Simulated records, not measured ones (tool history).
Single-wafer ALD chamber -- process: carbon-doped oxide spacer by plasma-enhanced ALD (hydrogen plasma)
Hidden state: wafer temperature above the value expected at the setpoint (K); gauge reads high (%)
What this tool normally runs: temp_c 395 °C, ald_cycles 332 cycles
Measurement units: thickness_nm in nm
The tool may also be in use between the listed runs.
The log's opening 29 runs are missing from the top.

| run | hour | temp_c | ald_cycles | wafers since the last listed run | hours since the last thermocouple change | hours since the gauge calibration | read-back reference wafer on the same gauge, thickness_nm | thickness_nm |
|---|---|---|---|---|---|---|---|---|
| 30 | 1601.6 | 407 | 374 | 56 | 328.1 | 826.9 | 15.909 | 16.489 |
| 31 | 1666.1 | 395 | 332 | 55 | 392.6 | 891.4 | 15.876 | 14.871 |
| 32 | 1702.5 | 382 | 291 | 31 | 429.0 | 927.8 | 15.855 | 13.121 |
| 33 | 1728.9 | 384 | 270 | 22 | 455.4 | 954.2 | 15.845 | 12.067 |
| 34 | 1856.3 | 382 | 275 | 110 | 582.8 | 1081.6 | 15.770 | 12.183 |
| 35 | 1915.8 | 405 | 307 | 51 | 642.3 | 1141.1 | 15.723 | 13.417 |
| 36 | 1974.7 | 395 | 332 | 51 | 701.2 | 1200.0 | 15.696 | 14.692 |
| 37 | 2003.0 | 403 | 332 | 24 | 729.5 | 1228.3 | 15.672 | 14.582 |
| 38 | 2067.7 | 382 | 306 | 56 | 794.2 | 1293.0 | 15.648 | 13.681 |

Predict each of these 5 candidate next runs independently; none follows another, all start after run 38:
| A | 2068.6 | 395 | 278 | 0 | 795.1 | 1293.9 | ? | ? |
| B | 2068.6 | 385 | 294 | 0 | 795.1 | 1293.9 | ? | ? |
| C | 2068.6 | 410 | 354 | 0 | 795.1 | 1293.9 | ? | ? |
| D | 2068.6 | 409 | 291 | 0 | 795.1 | 1293.9 | ? | ? |
| E | 2068.6 | 388 | 392 | 0 | 795.1 | 1293.9 | ? | ? |

| run | read-back reference wafer on the same gauge, thickness_nm | thickness_nm |
|---|---|---|
| A | 15.643 | 12.422 |
| B | 15.643 | 13.136 |
| C | 15.643 | 15.243 |
| D | 15.643 | 12.575 |
| E | 15.643 | 17.515 |
Without the tool's hidden state the same runs would have given:
| run | thickness_nm |
|---|---|
| A | 13.019 |
| B | 13.768 |
| C | 15.976 |
| D | 13.179 |
| E | 18.357 |

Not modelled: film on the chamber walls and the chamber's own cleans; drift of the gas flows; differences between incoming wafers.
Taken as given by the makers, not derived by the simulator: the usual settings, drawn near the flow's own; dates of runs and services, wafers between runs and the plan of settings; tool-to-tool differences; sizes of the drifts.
